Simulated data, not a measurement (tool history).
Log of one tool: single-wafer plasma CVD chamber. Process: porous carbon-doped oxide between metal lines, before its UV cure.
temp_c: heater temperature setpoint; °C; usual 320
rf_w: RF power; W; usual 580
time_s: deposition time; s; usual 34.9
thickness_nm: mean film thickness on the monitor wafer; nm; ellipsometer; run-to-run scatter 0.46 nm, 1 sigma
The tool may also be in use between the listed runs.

| run | hour | temp_c | rf_w | time_s | wafers since the last listed run | hours since the last thermocouple change | hours since the last RF generator calibration | hours since the showerhead was replaced | hours since the gauge calibration | read-back reference wafer on the same gauge, thickness_nm | thickness_nm |
|---|---|---|---|---|---|---|---|---|---|---|---|
| 1 | 0.0 | 320 | 580 | 34.9 | 0 | 929.7 | 552.5 | 2265.3 | 182.3 | 171.994 | 205.758 |
| 2 | 8.0 | 320 | 525 | 34.9 | 104 | 937.7 | 560.5 | 2273.3 | 190.3 | 172.059 | 189.809 |
| 3 | 24.5 | 320 | 525 | 34.9 | 215 | 954.2 | 577.0 | 2289.8 | 206.8 | 172.060 | 189.516 |
| 4 | 41.1 | 320 | 580 | 30.6 | 217 | 970.8 | 593.6 | 2306.4 | 223.4 | 172.069 | 181.006 |
| 5 | 50.3 | 320 | 580 | 30.6 | 120 | 980.0 | 602.8 | 2315.6 | 232.6 | 171.974 | 180.343 |
| 6 | 68.0 | 320 | 580 | 34.9 | 231 | 997.7 | 620.5 | 2333.3 | 250.3 | 171.908 | 205.251 |
| 7 | 80.7 | 320 | 580 | 34.9 | 166 | 1010.4 | 633.2 | 2346.0 | 263.0 | 171.988 | 204.672 |
|  | 86.5 | gauge calibrated |
| 8 | 87.1 | 320 | 580 | 34.9 | 83 | 1016.8 | 639.6 | 2352.4 | 0.6 | 171.978 | 204.627 |
| 9 | 101.5 | 320 | 580 | 34.9 | 188 | 1031.2 | 654.0 | 2366.8 | 15.0 | 171.960 | 204.556 |
|  | 110.5 | thermocouple changed; heater temperature recalibrated |
| 10 | 113.6 | 320 | 580 | 34.9 | 53 | 3.1 | 666.1 | 2378.9 | 27.1 | 171.947 | 204.285 |
| 11 | 122.3 | 320 | 580 | 34.9 | 113 | 11.8 | 674.8 | 2387.6 | 35.8 | 171.972 | 204.965 |
|  | 136.0 | RF generator calibrated |
| 12 | 136.5 | 320 | 580 | 34.9 | 81 | 26.0 | 0.5 | 2401.8 | 50.0 | 172.143 | 208.912 |
| 13 | 149.2 | 320 | 580 | 34.9 | 166 | 38.7 | 13.2 | 2414.5 | 62.7 | 172.041 | 208.953 |
| 14 | 161.6 | 320 | 580 | 31.6 | 162 | 51.1 | 25.6 | 2426.9 | 75.1 | 172.036 | 189.632 |
|  | 177.3 | showerhead replaced |
| 15 | 201.4 | 334 | 660 | 34.9 | 416 | 90.9 | 65.4 | 24.1 | 114.9 | 171.990 | 216.245 |
| 16 | 214.2 | 325 | 630 | 34.9 | 167 | 103.7 | 78.2 | 36.9 | 127.7 | 171.897 | 217.264 |
| 17 | 228.1 | 325 | 510 | 30.5 | 181 | 117.6 | 92.1 | 50.8 | 141.6 | 171.952 | 161.534 |
| 18 | 238.4 | 320 | 465 | 40.1 | 134 | 127.9 | 102.4 | 61.1 | 151.9 | 171.993 | 197.986 |
| 19 | 245.8 | 329 | 540 | 34.9 | 96 | 135.3 | 109.8 | 68.5 | 159.3 | 172.024 | 189.362 |
| 20 | 252.2 | 320 | 580 | 34.9 | 83 | 141.7 | 116.2 | 74.9 | 165.7 | 171.948 | 208.332 |
| 21 | 260.7 | 327 | 530 | 34.9 | 111 | 150.2 | 124.7 | 83.4 | 174.2 | 171.879 | 187.374 |
| 22 | 271.6 | 333 | 580 | 34.9 | 142 | 161.1 | 135.6 | 94.3 | 185.1 | 171.974 | 196.317 |
| 23 | 278.5 | 312 | 580 | 34.9 | 90 | 168.0 | 142.5 | 101.2 | 192.0 | 172.057 | 216.035 |
| 24 | 295.1 | 320 | 580 | 34.9 | 217 | 184.6 | 159.1 | 117.8 | 208.6 | 172.069 | 207.299 |
| 25 | 301.5 | 320 | 580 | 40.8 | 83 | 191.0 | 165.5 | 124.2 | 215.0 | 171.924 | 241.540 |
| 26 | 313.1 | 320 | 580 | 37.1 | 151 | 202.6 | 177.1 | 135.8 | 226.6 | 172.051 | 220.168 |

Predict the results of run 27:
| 27 | 328.4 | 326 | 580 | 38.5 | 200 | 217.9 | 192.4 | 151.1 | 241.9 | ? | ? |

{"run 27": {"read-back reference wafer on the same gauge, thickness_nm": 172.007, "thickness_nm": 223.163}}
On a tool with no hidden condition, and with the same random variation, this run would have come out at thickness_nm 225.562 nm.
